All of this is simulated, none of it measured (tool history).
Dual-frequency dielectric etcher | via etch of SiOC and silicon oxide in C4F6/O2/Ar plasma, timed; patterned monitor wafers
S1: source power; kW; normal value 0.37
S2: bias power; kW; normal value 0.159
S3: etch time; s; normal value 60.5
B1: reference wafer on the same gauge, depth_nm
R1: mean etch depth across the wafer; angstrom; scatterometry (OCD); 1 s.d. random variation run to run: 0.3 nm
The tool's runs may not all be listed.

{"run": 1, "hour": 0.0, "S1": 0.34, "S2": 0.159, "S3": 68.5, "B1": 74.4, "R1": 674}
{"run": 2, "hour": 65.6, "S1": 0.34, "S2": 0.159, "S3": 68.5, "B1": 74.5, "R1": 690}
{"run": 3, "hour": 116.4, "S1": 0.37, "S2": 0.159, "S3": 70, "B1": 74.5, "R1": 735}
{"run": 4, "hour": 157.8, "S1": 0.37, "S2": 0.159, "S3": 60.5, "B1": 74.4, "R1": 642}
{"run": 5, "hour": 226.3, "S1": 0.37, "S2": 0.159, "S3": 60.5, "B1": 74.4, "R1": 640}
{"hour": 274.8, "done": "bias power generator calibrated"}
{"run": 6, "hour": 275.3, "S1": 0.37, "S2": 0.159, "S3": 60.5, "B1": 74.5, "R1": 653}
{"hour": 290.8, "done": "gauge calibrated"}
{"run": 7, "hour": 322.1, "S1": 0.31, "S2": 0.159, "S3": 60.5, "B1": 74.5, "R1": 580}
{"hour": 377.0, "done": "wet clean of the chamber"}
{"run": 8, "hour": 377.5, "S1": 0.37, "S2": 0.159, "S3": 66.5, "B1": 74.5, "R1": 681}
{"hour": 458.8, "done": "upper electrode replaced"}
{"run": 9, "hour": 459.3, "S1": 0.37, "S2": 0.159, "S3": 60.5, "B1": 74.4, "R1": 629}
{"hour": 473.4, "done": "source power generator calibrated"}
{"run": 10, "hour": 513.4, "S1": 0.34, "S2": 0.159, "S3": 55, "B1": 74.3, "R1": 545}
{"run": 11, "hour": 554.9, "S1": 0.37, "S2": 0.159, "S3": 45.5, "B1": 74.4, "R1": 475}
{"run": 12, "hour": 599.1, "S1": 0.31, "S2": 0.159, "S3": 49.5, "B1": 74.5, "R1": 465}
{"run": 13, "hour": 659.4, "S1": 0.37, "S2": 0.173, "S3": 60.5, "B1": 74.5, "R1": 662}
{"run": 14, "hour": 684.6, "S1": 0.37, "S2": 0.159, "S3": 60.5, "B1": 74.4, "R1": 639}
{"run": 15, "hour": 717.6, "S1": 0.37, "S2": 0.187, "S3": 60.5, "B1": 74.6, "R1": 685}

Hidden state, per run?
source power that arrives over what is set, %: 0 at every run
bias power that arrives over what is set, %: 0 at every run
gauge reads high (%): 0 at every run
H1: etch rate over this chamber's usual, %
run=1 H1=0.866
run=2 H1=1.49
run=3 H1=1.97
run=4 H1=2.37
run=5 H1=3.02
run=6 H1=3.48
run=7 H1=3.93
run=8 H1=-0.256
run=9 H1=0.521
run=10 H1=1.04
run=11 H1=1.43
run=12 H1=1.85
run=13 H1=2.42
run=14 H1=2.66
run=15 H1=2.98
